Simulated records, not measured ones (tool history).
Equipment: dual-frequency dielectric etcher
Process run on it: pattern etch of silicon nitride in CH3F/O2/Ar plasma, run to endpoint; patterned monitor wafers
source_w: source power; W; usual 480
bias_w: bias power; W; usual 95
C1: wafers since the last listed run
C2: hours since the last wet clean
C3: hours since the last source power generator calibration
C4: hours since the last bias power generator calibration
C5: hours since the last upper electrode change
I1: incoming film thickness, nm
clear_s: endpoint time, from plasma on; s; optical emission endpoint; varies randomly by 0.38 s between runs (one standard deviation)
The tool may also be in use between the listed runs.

Run 1, hour 0.0: usual settings but source_w 560 W; C1 0; C2 52.4; C3 991.3; C4 1146.4; C5 4972.7; I1 50.3. Result: clear_s 62.3 s.
Run 2, hour 51.5: usual settings but source_w 560 W; C1 494; C2 103.9; C3 1042.8; C4 1197.9; C5 5024.2; I1 50.6. Result: clear_s 61.5 s.
Run 3, hour 99.2: usual settings; C1 458; C2 151.6; C3 1090.5; C4 1245.6; C5 5071.9; I1 50.5. Result: clear_s 65.6 s.
Run 4, hour 167.2: usual settings; C1 653; C2 219.6; C3 1158.5; C4 1313.6; C5 5139.9; I1 50.7. Result: clear_s 65.2 s.
Run 5, hour 237.5: usual settings; C1 675; C2 289.9; C3 1228.8; C4 1383.9; C5 5210.2; I1 50.7. Result: clear_s 65.1 s.
At hour 287.2: wet clean of the chamber.
Run 6, hour 294.8: usual settings but source_w 550 W, bias_w 100 W; C1 319; C2 7.6; C3 1286.1; C4 1441.2; C5 5267.5; I1 50.0. Result: clear_s 61.8 s.
Run 7, hour 465.9: usual settings; C1 1643; C2 178.7; C3 1457.2; C4 1612.3; C5 5438.6; I1 49.6. Result: clear_s 64.9 s.
Run 8, hour 519.3: usual settings; C1 512; C2 232.1; C3 1510.6; C4 1665.7; C5 5492.0; I1 50.5. Result: clear_s 65.3 s.
Run 9, hour 553.2: usual settings; C1 325; C2 266.0; C3 1544.5; C4 1699.6; C5 5525.9; I1 50.6. Result: clear_s 64.8 s.
At hour 614.1: wet clean of the chamber.
Run 10, hour 614.6: usual settings but bias_w 113 W; C1 359; C2 0.5; C3 1605.9; C4 1761.0; C5 5587.3; I1 49.9. Result: clear_s 63.0 s.
At hour 623.7: bias power generator calibrated.
Run 11, hour 660.1: usual settings but bias_w 113 W; C1 398; C2 46.0; C3 1651.4; C4 36.4; C5 5632.8; I1 51.0. Result: clear_s 64.4 s.
At hour 718.5: source power generator calibrated.
Run 12, hour 736.7: usual settings but bias_w 113 W; C1 697; C2 122.6; C3 18.2; C4 113.0; C5 5709.4; I1 50.7. Result: clear_s 63.6 s.
Run 13, hour 805.7: usual settings; C1 662; C2 191.6; C3 87.2; C4 182.0; C5 5778.4; I1 50.6. Result: clear_s 66.6 s.
Run 14, hour 833.1: usual settings but source_w 530 W, bias_w 110 W; C1 263; C2 219.0; C3 114.6; C4 209.4; C5 5805.8; I1 50.4. Result: clear_s 59.6 s.
Run 15, hour 866.7: usual settings but source_w 370 W, bias_w 75 W; C1 322; C2 252.6; C3 148.2; C4 243.0; C5 5839.4; I1 50.1. Result: clear_s 79.0 s.
At hour 907.2: upper electrode replaced.
Run 16, hour 907.7: usual settings but bias_w 72 W; C1 163; C2 293.6; C3 189.2; C4 284.0; C5 0.5; I1 50.4. Result: clear_s 70.3 s.
Run 17, hour 969.0: usual settings; C1 588; C2 354.9; C3 250.5; C4 345.3; C5 61.8; I1 49.8. Result: clear_s 63.8 s.
At hour 1019.2: wet clean of the chamber.
Run 18, hour 1019.7: usual settings but source_w 550 W, bias_w 107 W; C1 256; C2 0.5; C3 301.2; C4 396.0; C5 112.5; I1 50.2. Result: clear_s 60.4 s.
Run 19, hour 1082.1: usual settings but source_w 360 W; C1 599; C2 62.9; C3 363.6; C4 458.4; C5 174.9; I1 50.4. Result: clear_s 76.7 s.
Run 20, hour 1110.5: usual settings but bias_w 113 W; C1 272; C2 91.3; C3 392.0; C4 486.8; C5 203.3; I1 50.1. Result: clear_s 62.4 s.
Run 21, hour 1145.4: usual settings but source_w 560 W; C1 335; C2 126.2; C3 426.9; C4 521.7; C5 238.2; I1 50.1. Result: clear_s 61.4 s.
Run 22, hour 1181.6: usual settings but source_w 570 W; C1 347; C2 162.4; C3 463.1; C4 557.9; C5 274.4; I1 50.2. Result: clear_s 60.6 s.
Run 23, hour 1225.1: usual settings but source_w 510 W, bias_w 111 W; C1 417; C2 205.9; C3 506.6; C4 601.4; C5 317.9; I1 50.2. Result: clear_s 60.2 s.
Run 24, hour 1283.0: usual settings but bias_w 113 W; C1 556; C2 263.8; C3 564.5; C4 659.3; C5 375.8; I1 50.1. Result: clear_s 60.8 s.
Run 25, hour 1354.4: usual settings; C1 685; C2 335.2; C3 635.9; C4 730.7; C5 447.2; I1 50.5. Result: clear_s 64.5 s.
At hour 1403.9: wet clean of the chamber.
Run 26, hour 1404.4: usual settings but source_w 430 W, bias_w 83 W; C1 249; C2 0.5; C3 685.9; C4 780.7; C5 497.2; I1 50.0. Result: clear_s 73.4 s.

Here are 5 independent what-if runs from the current tool condition. What would each one return?
Run A, hour 1404.8: usual settings but source_w 380 W; C1 3; C2 0.9; C3 686.3; C4 781.1; C5 497.6; I1 50.0. Result: clear_s ?.
Run B, hour 1404.8: usual settings but source_w 540 W, bias_w 117 W; C1 3; C2 0.9; C3 686.3; C4 781.1; C5 497.6; I1 50.0. Result: clear_s ?.
Run C, hour 1404.8: usual settings but source_w 560 W, bias_w 82 W; C1 3; C2 0.9; C3 686.3; C4 781.1; C5 497.6; I1 50.0. Result: clear_s ?.
Run D, hour 1404.8: usual settings but source_w 440 W, bias_w 83 W; C1 3; C2 0.9; C3 686.3; C4 781.1; C5 497.6; I1 50.0. Result: clear_s ?.
Run E, hour 1404.8: usual settings but source_w 410 W, bias_w 82 W; C1 3; C2 0.9; C3 686.3; C4 781.1; C5 497.6; I1 50.0. Result: clear_s ?.

run  clear_s
  A     75.4
  B     59.7
  C     65.8
  D     73.3
  E     76.1
Without the tool's unlogged condition, the same runs would have read:
run  clear_s
  A     75.2
  B     59.6
  C     65.6
  D     73.1
  E     75.9
